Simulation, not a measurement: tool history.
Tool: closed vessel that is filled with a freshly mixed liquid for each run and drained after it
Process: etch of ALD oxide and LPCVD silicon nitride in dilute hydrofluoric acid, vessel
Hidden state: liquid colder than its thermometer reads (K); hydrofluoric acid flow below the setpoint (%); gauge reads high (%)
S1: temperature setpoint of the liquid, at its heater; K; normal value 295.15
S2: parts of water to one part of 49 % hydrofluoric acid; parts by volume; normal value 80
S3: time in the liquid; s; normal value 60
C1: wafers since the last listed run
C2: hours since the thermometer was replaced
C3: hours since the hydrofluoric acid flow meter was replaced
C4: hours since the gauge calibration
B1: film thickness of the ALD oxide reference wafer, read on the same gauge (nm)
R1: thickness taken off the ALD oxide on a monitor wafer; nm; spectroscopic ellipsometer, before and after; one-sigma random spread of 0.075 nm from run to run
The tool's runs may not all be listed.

run	hour	S1	S2	S3	C1	C2	C3	C4	B1	R1
1	0.0	295.15	80	60	0	802.7	1051.4	456.7	29.38	15.94
2	20.6	295.15	80	60	1404	823.3	1072.0	477.3	29.33	15.95
3	46.0	295.15	100	60	1731	848.7	1097.4	502.7	29.31	12.49
4	65.1	295.15	100	60	1302	867.8	1116.5	521.8	29.32	12.51
5	77.1	295.15	100	60	818	879.8	1128.5	533.8	29.30	12.37
6	110.4	295.15	80	60	2270	913.1	1161.8	567.1	29.25	15.88
7	139.4	295.15	80	60	1977	942.1	1190.8	596.1	29.21	15.92
8	167.1	295.15	80	60	1888	969.8	1218.5	623.8	29.20	15.83
9	191.2	293.65	80	60	1643	993.9	1242.6	647.9	29.15	14.92
# hour 261.2: gauge calibrated
10	297.7	295.15	80	60	7261	1100.4	1349.1	36.5	30.03	16.28
# hour 309.1: hydrofluoric acid flow meter replaced
11	316.4	295.15	80	60	1206	1119.1	7.3	55.2	30.02	16.20
12	369.3	295.15	80	85	3606	1172.0	60.2	108.1	29.96	23.16
13	386.8	295.15	80	60	1193	1189.5	77.7	125.6	29.95	16.29
14	422.5	295.15	80	60	2434	1225.2	113.4	161.3	29.90	16.28
15	457.6	297.15	80	60	2393	1260.3	148.5	196.4	29.82	17.56
16	486.3	295.15	80	35	1956	1289.0	177.2	225.1	29.82	9.44
# hour 497.1: thermometer replaced
17	508.7	290.65	45	60	1459	11.6	199.6	247.5	29.78	24.89
18	542.6	291.15	80	85	2311	45.5	233.5	281.4	29.76	19.27
19	555.4	291.65	110	60	872	58.3	246.3	294.2	29.74	9.80
20	599.2	295.15	40	60	2986	102.1	290.1	338.0	29.67	33.83
21	631.3	291.15	115	70	2188	134.2	322.2	370.1	29.67	10.67
22	656.4	292.15	45	60	1711	159.3	347.3	395.2	29.63	26.56
23	690.7	295.15	80	60	2338	193.6	381.6	429.5	29.58	16.17
24	712.9	295.15	80	30	1513	215.8	403.8	451.7	29.55	8.07
25	737.4	295.15	80	60	1670	240.3	428.3	476.2	29.52	15.96

For each run, what was the tool's unlogged condition?
liquid colder than its thermometer reads (K): 0 across all the runs
hydrofluoric acid flow below the setpoint (%): 0 across all the runs
H1: gauge reads high (%)
run	H1
1	-2.07
2	-2.15
3	-2.25
4	-2.33
5	-2.37
6	-2.51
7	-2.62
8	-2.73
9	-2.83
10	0.14
11	0.0653
12	-0.146
13	-0.216
14	-0.359
15	-0.5
16	-0.614
17	-0.704
18	-0.84
19	-0.891
20	-1.07
21	-1.19
22	-1.29
23	-1.43
24	-1.52
25	-1.62
